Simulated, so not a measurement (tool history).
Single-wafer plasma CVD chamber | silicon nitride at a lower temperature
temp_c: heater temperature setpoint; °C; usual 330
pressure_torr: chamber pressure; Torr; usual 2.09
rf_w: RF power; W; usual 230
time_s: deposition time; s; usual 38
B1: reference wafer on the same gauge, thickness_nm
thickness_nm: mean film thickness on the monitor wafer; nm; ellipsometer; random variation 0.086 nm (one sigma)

{"run": 1, "hour": 0.0, "temp_c": 330, "pressure_torr": 2.09, "rf_w": 230, "time_s": 38, "B1": 42.981, "thickness_nm": 43.292}
{"run": 2, "hour": 47.4, "temp_c": 330, "pressure_torr": 2.09, "rf_w": 230, "time_s": 38, "B1": 43.01, "thickness_nm": 43.584}
{"run": 3, "hour": 58.5, "temp_c": 330, "pressure_torr": 2.09, "rf_w": 230, "time_s": 33.5, "B1": 43.023, "thickness_nm": 38.204}
{"run": 4, "hour": 67.3, "temp_c": 330, "pressure_torr": 2.09, "rf_w": 230, "time_s": 33.5, "B1": 42.994, "thickness_nm": 38.306}
{"run": 5, "hour": 73.9, "temp_c": 330, "pressure_torr": 2.09, "rf_w": 230, "time_s": 42.4, "B1": 43.001, "thickness_nm": 48.398}
{"run": 6, "hour": 87.6, "temp_c": 330, "pressure_torr": 2.09, "rf_w": 230, "time_s": 42.4, "B1": 42.981, "thickness_nm": 48.248}
{"run": 7, "hour": 102.9, "temp_c": 330, "pressure_torr": 2.09, "rf_w": 230, "time_s": 42.4, "B1": 42.996, "thickness_nm": 48.4}
{"run": 8, "hour": 115.0, "temp_c": 330, "pressure_torr": 2.09, "rf_w": 230, "time_s": 43, "B1": 43.018, "thickness_nm": 49.154}
{"run": 9, "hour": 122.8, "temp_c": 330, "pressure_torr": 2.09, "rf_w": 230, "time_s": 43, "B1": 42.996, "thickness_nm": 49.212}
{"run": 10, "hour": 131.1, "temp_c": 324, "pressure_torr": 2.09, "rf_w": 230, "time_s": 38, "B1": 42.998, "thickness_nm": 43.46}
{"run": 11, "hour": 148.6, "temp_c": 324, "pressure_torr": 2.09, "rf_w": 230, "time_s": 38, "B1": 43.009, "thickness_nm": 43.618}
{"run": 12, "hour": 154.6, "temp_c": 315, "pressure_torr": 2.09, "rf_w": 190, "time_s": 31, "B1": 42.996, "thickness_nm": 31.589}
{"run": 13, "hour": 161.0, "temp_c": 330, "pressure_torr": 2.09, "rf_w": 230, "time_s": 38, "B1": 42.996, "thickness_nm": 43.575}
{"run": 14, "hour": 178.4, "temp_c": 334, "pressure_torr": 2.09, "rf_w": 200, "time_s": 35, "B1": 43.015, "thickness_nm": 36.565}
{"run": 15, "hour": 184.8, "temp_c": 316, "pressure_torr": 2.09, "rf_w": 210, "time_s": 38, "B1": 42.965, "thickness_nm": 41.155}
{"run": 16, "hour": 194.2, "temp_c": 335, "pressure_torr": 2.09, "rf_w": 250, "time_s": 38, "B1": 42.966, "thickness_nm": 45.77}
{"run": 17, "hour": 209.7, "temp_c": 330, "pressure_torr": 2.09, "rf_w": 230, "time_s": 38, "B1": 42.997, "thickness_nm": 43.358}
{"run": 18, "hour": 219.4, "temp_c": 330, "pressure_torr": 2.09, "rf_w": 275, "time_s": 34.2, "B1": 43.033, "thickness_nm": 43.727}
{"run": 19, "hour": 227.5, "temp_c": 325, "pressure_torr": 1.91, "rf_w": 185, "time_s": 35.5, "B1": 42.976, "thickness_nm": 34.677}
{"run": 20, "hour": 245.0, "temp_c": 330, "pressure_torr": 2.09, "rf_w": 230, "time_s": 42.4, "B1": 43.002, "thickness_nm": 48.505}
{"run": 21, "hour": 256.6, "temp_c": 330, "pressure_torr": 1.9, "rf_w": 190, "time_s": 36.1, "B1": 43.01, "thickness_nm": 35.881}
{"run": 22, "hour": 273.8, "temp_c": 330, "pressure_torr": 2.47, "rf_w": 230, "time_s": 41.2, "B1": 43.001, "thickness_nm": 48.945}
{"run": 23, "hour": 290.5, "temp_c": 330, "pressure_torr": 2.29, "rf_w": 265, "time_s": 38, "B1": 42.996, "thickness_nm": 47.712}
{"run": 24, "hour": 297.6, "temp_c": 319, "pressure_torr": 2.54, "rf_w": 230, "time_s": 31.1, "B1": 43.022, "thickness_nm": 36.799}
{"run": 25, "hour": 307.6, "temp_c": 330, "pressure_torr": 2.09, "rf_w": 230, "time_s": 38, "B1": 42.985, "thickness_nm": 42.634}
{"run": 26, "hour": 322.7, "temp_c": 330, "pressure_torr": 2.09, "rf_w": 230, "time_s": 38, "B1": 42.996, "thickness_nm": 42.776}
{"run": 27, "hour": 337.8, "temp_c": 334, "pressure_torr": 1.93, "rf_w": 215, "time_s": 44.6, "B1": 43.004, "thickness_nm": 47.217}
{"run": 28, "hour": 350.2, "temp_c": 330, "pressure_torr": 2.09, "rf_w": 230, "time_s": 38, "B1": 43.016, "thickness_nm": 42.746}
{"run": 29, "hour": 378.6, "temp_c": 321, "pressure_torr": 2.09, "rf_w": 230, "time_s": 30.6, "B1": 42.992, "thickness_nm": 34.654}
{"run": 30, "hour": 388.0, "temp_c": 321, "pressure_torr": 2.09, "rf_w": 230, "time_s": 38, "B1": 42.971, "thickness_nm": 42.925}

Not shown: 5 entries that the log had between the listed runs. Between which runs, and how does the tool's hidden state differ before and after?
Between runs 5 and 6: showerhead replaced (hour 87.1)
  true pressure above the setpoint (%): 6.82 -> 6.94
  measured less the result without the state, thickness_nm: +0.801 -> +0.812 nm
Between runs 10 and 11: gauge calibrated (hour 132.4); RF generator calibrated (hour 148.1)
  true pressure above the setpoint (%): 7.32 -> 7.47
  measured less the result without the state, thickness_nm: +0.77 -> +0.788 nm
Between runs 22 and 23: capacitance manometer re-zeroed and calibrated (hour 284.3); thermocouple changed; heater temperature recalibrated (hour 290)
  true pressure above the setpoint (%): 8.56 -> -0.0342
  measured less the result without the state, thickness_nm: +0.87 -> -0.004 nm
